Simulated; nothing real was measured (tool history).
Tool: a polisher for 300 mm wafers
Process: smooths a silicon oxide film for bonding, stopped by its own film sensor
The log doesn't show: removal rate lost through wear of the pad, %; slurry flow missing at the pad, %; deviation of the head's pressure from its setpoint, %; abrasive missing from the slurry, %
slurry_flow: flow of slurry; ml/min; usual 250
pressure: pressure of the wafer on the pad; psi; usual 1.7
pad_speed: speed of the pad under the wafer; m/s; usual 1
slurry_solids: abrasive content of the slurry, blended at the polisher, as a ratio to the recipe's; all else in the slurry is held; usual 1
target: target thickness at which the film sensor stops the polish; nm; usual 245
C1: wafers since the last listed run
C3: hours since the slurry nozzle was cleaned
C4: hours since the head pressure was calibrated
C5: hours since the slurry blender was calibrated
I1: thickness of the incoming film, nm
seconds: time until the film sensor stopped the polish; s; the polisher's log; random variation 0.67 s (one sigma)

{"run": 1, "hour": 0.0, "slurry_flow": 250, "pressure": 1.7, "pad_speed": 1, "slurry_solids": 1, "target": 245, "C1": 0, "wafers polished on this pad": 3717, "C3": 96.5, "C4": 551.6, "C5": 86.3, "I1": 282.6, "seconds": 60.7}
{"hour": 13.6, "done": "worn pad replaced by a new one"}
{"run": 2, "hour": 53.4, "slurry_flow": 250, "pressure": 1.7, "pad_speed": 1, "slurry_solids": 1, "target": 245, "C1": 399, "wafers polished on this pad": 321, "C3": 149.9, "C4": 605, "C5": 139.7, "I1": 278.3, "seconds": 53.7}
{"run": 3, "hour": 136.2, "slurry_flow": 250, "pressure": 1.7, "pad_speed": 1, "slurry_solids": 1, "target": 245, "C1": 669, "wafers polished on this pad": 991, "C3": 232.7, "C4": 687.8, "C5": 222.5, "I1": 280.3, "seconds": 58.3}
{"run": 4, "hour": 189.5, "slurry_flow": 250, "pressure": 1.7, "pad_speed": 1, "slurry_solids": 1, "target": 237, "C1": 431, "wafers polished on this pad": 1422, "C3": 286, "C4": 741.1, "C5": 275.8, "I1": 280, "seconds": 70.7}
{"run": 5, "hour": 264.0, "slurry_flow": 250, "pressure": 1.7, "pad_speed": 1, "slurry_solids": 1, "target": 237, "C1": 602, "wafers polished on this pad": 2025, "C3": 360.5, "C4": 815.6, "C5": 350.3, "I1": 280.7, "seconds": 68.7}
{"run": 6, "hour": 300.7, "slurry_flow": 250, "pressure": 1.7, "pad_speed": 1, "slurry_solids": 1, "target": 237, "C1": 296, "wafers polished on this pad": 2321, "C3": 397.2, "C4": 852.3, "C5": 387, "I1": 279.1, "seconds": 67.3}
{"hour": 326.0, "done": "slurry blender recalibrated"}
{"hour": 356.2, "done": "slurry nozzle cleaned"}
{"hour": 401.0, "done": "worn pad replaced by a new one"}
{"run": 7, "hour": 405.4, "slurry_flow": 250, "pressure": 1.4, "pad_speed": 1, "slurry_solids": 1, "target": 245, "C1": 790, "wafers polished on this pad": 35, "C3": 49.2, "C4": 957, "C5": 79.4, "I1": 285.6, "seconds": 79.5}
{"run": 8, "hour": 497.9, "slurry_flow": 250, "pressure": 1.4, "pad_speed": 1, "slurry_solids": 1, "target": 245, "C1": 748, "wafers polished on this pad": 783, "C3": 141.7, "C4": 1049.5, "C5": 171.9, "I1": 277.5, "seconds": 64}
{"hour": 518.4, "done": "head pressure recalibrated"}
{"run": 9, "hour": 559.2, "slurry_flow": 250, "pressure": 1.7, "pad_speed": 1, "slurry_solids": 1, "target": 245, "C1": 479, "wafers polished on this pad": 1263, "C3": 203, "C4": 40.8, "C5": 233.2, "I1": 284.9, "seconds": 65.4}
{"run": 10, "hour": 626.0, "slurry_flow": 250, "pressure": 1.7, "pad_speed": 1, "slurry_solids": 1, "target": 245, "C1": 540, "wafers polished on this pad": 1803, "C3": 269.8, "C4": 107.6, "C5": 300, "I1": 277.8, "seconds": 53.7}
{"run": 11, "hour": 684.4, "slurry_flow": 250, "pressure": 1.7, "pad_speed": 1, "slurry_solids": 1, "target": 245, "C1": 472, "wafers polished on this pad": 2276, "C3": 328.2, "C4": 166, "C5": 358.4, "I1": 277.1, "seconds": 52.2}
{"run": 12, "hour": 773.0, "slurry_flow": 250, "pressure": 1.7, "pad_speed": 1, "slurry_solids": 1, "target": 245, "C1": 716, "wafers polished on this pad": 2992, "C3": 416.8, "C4": 254.6, "C5": 447, "I1": 282.9, "seconds": 62}
{"hour": 777.9, "done": "slurry blender recalibrated"}
{"hour": 798.9, "done": "worn pad replaced by a new one"}
{"hour": 812.6, "done": "slurry nozzle cleaned"}
{"run": 13, "hour": 819.6, "slurry_flow": 250, "pressure": 1.7, "pad_speed": 1, "slurry_solids": 1, "target": 245, "C1": 320, "wafers polished on this pad": 159, "C3": 7, "C4": 301.2, "C5": 41.7, "I1": 277, "seconds": 51.8}
{"run": 14, "hour": 917.0, "slurry_flow": 250, "pressure": 1.7, "pad_speed": 1, "slurry_solids": 1, "target": 245, "C1": 787, "wafers polished on this pad": 947, "C3": 104.4, "C4": 398.6, "C5": 139.1, "I1": 281.5, "seconds": 59.2}
{"run": 15, "hour": 1000.6, "slurry_flow": 250, "pressure": 1.7, "pad_speed": 1, "slurry_solids": 1.1, "target": 245, "C1": 676, "wafers polished on this pad": 1623, "C3": 188, "C4": 482.2, "C5": 222.7, "I1": 282.7, "seconds": 58.4}
{"run": 16, "hour": 1040.6, "slurry_flow": 250, "pressure": 1.7, "pad_speed": 1, "slurry_solids": 1, "target": 245, "C1": 323, "wafers polished on this pad": 1947, "C3": 228, "C4": 522.2, "C5": 262.7, "I1": 276.5, "seconds": 50.8}
{"run": 17, "hour": 1082.7, "slurry_flow": 250, "pressure": 1.4, "pad_speed": 1, "slurry_solids": 1, "target": 245, "C1": 340, "wafers polished on this pad": 2287, "C3": 270.1, "C4": 564.3, "C5": 304.8, "I1": 279.1, "seconds": 67.2}
{"run": 18, "hour": 1136.2, "slurry_flow": 250, "pressure": 1.7, "pad_speed": 1, "slurry_solids": 1, "target": 245, "C1": 432, "wafers polished on this pad": 2720, "C3": 323.6, "C4": 617.8, "C5": 358.3, "I1": 282.4, "seconds": 60.3}
{"hour": 1193.3, "done": "slurry nozzle cleaned"}
{"run": 19, "hour": 1198.8, "slurry_flow": 250, "pressure": 1.7, "pad_speed": 1, "slurry_solids": 0.7, "target": 245, "C1": 498, "wafers polished on this pad": 3218, "C3": 5.5, "C4": 680.4, "C5": 420.9, "I1": 279.6, "seconds": 75.2}
{"hour": 1236.5, "done": "worn pad replaced by a new one"}
{"hour": 1249.7, "done": "slurry blender recalibrated"}
{"run": 20, "hour": 1293.3, "slurry_flow": 160, "pressure": 1.7, "pad_speed": 1, "slurry_solids": 1, "target": 236, "C1": 715, "wafers polished on this pad": 443, "C3": 100, "C4": 774.9, "C5": 43.6, "I1": 280.1, "seconds": 76.9}
{"run": 21, "hour": 1389.2, "slurry_flow": 250, "pressure": 1.2, "pad_speed": 1, "slurry_solids": 1, "target": 245, "C1": 775, "wafers polished on this pad": 1218, "C3": 195.9, "C4": 870.8, "C5": 139.5, "I1": 275.5, "seconds": 70}
{"run": 22, "hour": 1430.7, "slurry_flow": 250, "pressure": 1.7, "pad_speed": 1.18, "slurry_solids": 1.15, "target": 236, "C1": 335, "wafers polished on this pad": 1554, "C3": 237.4, "C4": 912.3, "C5": 181, "I1": 283.5, "seconds": 64.8}
{"run": 23, "hour": 1525.3, "slurry_flow": 175, "pressure": 1.7, "pad_speed": 1, "slurry_solids": 1, "target": 245, "C1": 765, "wafers polished on this pad": 2319, "C3": 332, "C4": 1006.9, "C5": 275.6, "I1": 279.7, "seconds": 59.6}
{"hour": 1583.2, "done": "slurry nozzle cleaned"}
{"run": 24, "hour": 1593.5, "slurry_flow": 250, "pressure": 1.7, "pad_speed": 1, "slurry_solids": 1.2, "target": 245, "C1": 543, "wafers polished on this pad": 2863, "C3": 10.3, "C4": 1075.1, "C5": 343.8, "I1": 277.9, "seconds": 47.7}
{"hour": 1610.5, "done": "head pressure recalibrated"}
{"hour": 1657.8, "done": "worn pad replaced by a new one"}
{"run": 25, "hour": 1685.0, "slurry_flow": 250, "pressure": 2.3, "pad_speed": 1.14, "slurry_solids": 1.15, "target": 235, "C1": 691, "wafers polished on this pad": 219, "C3": 101.8, "C4": 74.5, "C5": 435.3, "I1": 283.4, "seconds": 49.4}
{"hour": 1703.3, "done": "slurry blender recalibrated"}
{"run": 26, "hour": 1936.5, "slurry_flow": 225, "pressure": 1.7, "pad_speed": 1, "slurry_solids": 1, "target": 245, "C1": 2017, "wafers polished on this pad": 2237, "C3": 353.3, "C4": 326, "C5": 233.2, "I1": 276.3, "seconds": 51.5}
{"run": 27, "hour": 1982.8, "slurry_flow": 250, "pressure": 1.7, "pad_speed": 1, "slurry_solids": 1, "target": 237, "C1": 374, "wafers polished on this pad": 2612, "C3": 399.6, "C4": 372.3, "C5": 279.5, "I1": 276.4, "seconds": 64.8}
{"run": 28, "hour": 2020.1, "slurry_flow": 250, "pressure": 2.2, "pad_speed": 0.86, "slurry_solids": 1.25, "target": 245, "C1": 301, "wafers polished on this pad": 2913, "C3": 436.9, "C4": 409.6, "C5": 316.8, "I1": 283.4, "seconds": 46.3}
{"hour": 2025.2, "done": "slurry nozzle cleaned"}
{"hour": 2077.2, "done": "worn pad replaced by a new one"}
{"hour": 2077.6, "done": "slurry blender recalibrated"}
{"run": 29, "hour": 2169.9, "slurry_flow": 250, "pressure": 1.7, "pad_speed": 1, "slurry_solids": 1, "target": 245, "C1": 1168, "wafers polished on this pad": 746, "C3": 144.7, "C4": 559.4, "C5": 92.3, "I1": 282.7, "seconds": 61.7}

Forecast each of these 5 alternatives for the next run:
{"run": "A", "hour": 2170.3, "slurry_flow": 300, "pressure": 1.7, "pad_speed": 1, "slurry_solids": 1, "target": 245, "C1": 3, "wafers polished on this pad": 750, "C3": 145.1, "C4": 559.8, "C5": 92.7, "I1": 276.7, "seconds": "?"}
{"run": "B", "hour": 2170.3, "slurry_flow": 250, "pressure": 2, "pad_speed": 1, "slurry_solids": 1, "target": 245, "C1": 3, "wafers polished on this pad": 750, "C3": 145.1, "C4": 559.8, "C5": 92.7, "I1": 276.7, "seconds": "?"}
{"run": "C", "hour": 2170.3, "slurry_flow": 295, "pressure": 1.3, "pad_speed": 1.14, "slurry_solids": 1.15, "target": 245, "C1": 3, "wafers polished on this pad": 750, "C3": 145.1, "C4": 559.8, "C5": 92.7, "I1": 276.7, "seconds": "?"}
{"run": "D", "hour": 2170.3, "slurry_flow": 250, "pressure": 2.1, "pad_speed": 1, "slurry_solids": 1, "target": 256, "C1": 3, "wafers polished on this pad": 750, "C3": 145.1, "C4": 559.8, "C5": 92.7, "I1": 276.7, "seconds": "?"}
{"run": "E", "hour": 2170.3, "slurry_flow": 250, "pressure": 1.7, "pad_speed": 1, "slurry_solids": 0.85, "target": 245, "C1": 3, "wafers polished on this pad": 750, "C3": 145.1, "C4": 559.8, "C5": 92.7, "I1": 276.7, "seconds": "?"}

run=A seconds=51.2
run=B seconds=44.4
run=C seconds=58
run=D seconds=27.6
run=E seconds=58.5
Without the tool's hidden state the same runs would have given:
run=A seconds=51.2
run=B seconds=44.4
run=C seconds=58
run=D seconds=27.6
run=E seconds=58.5
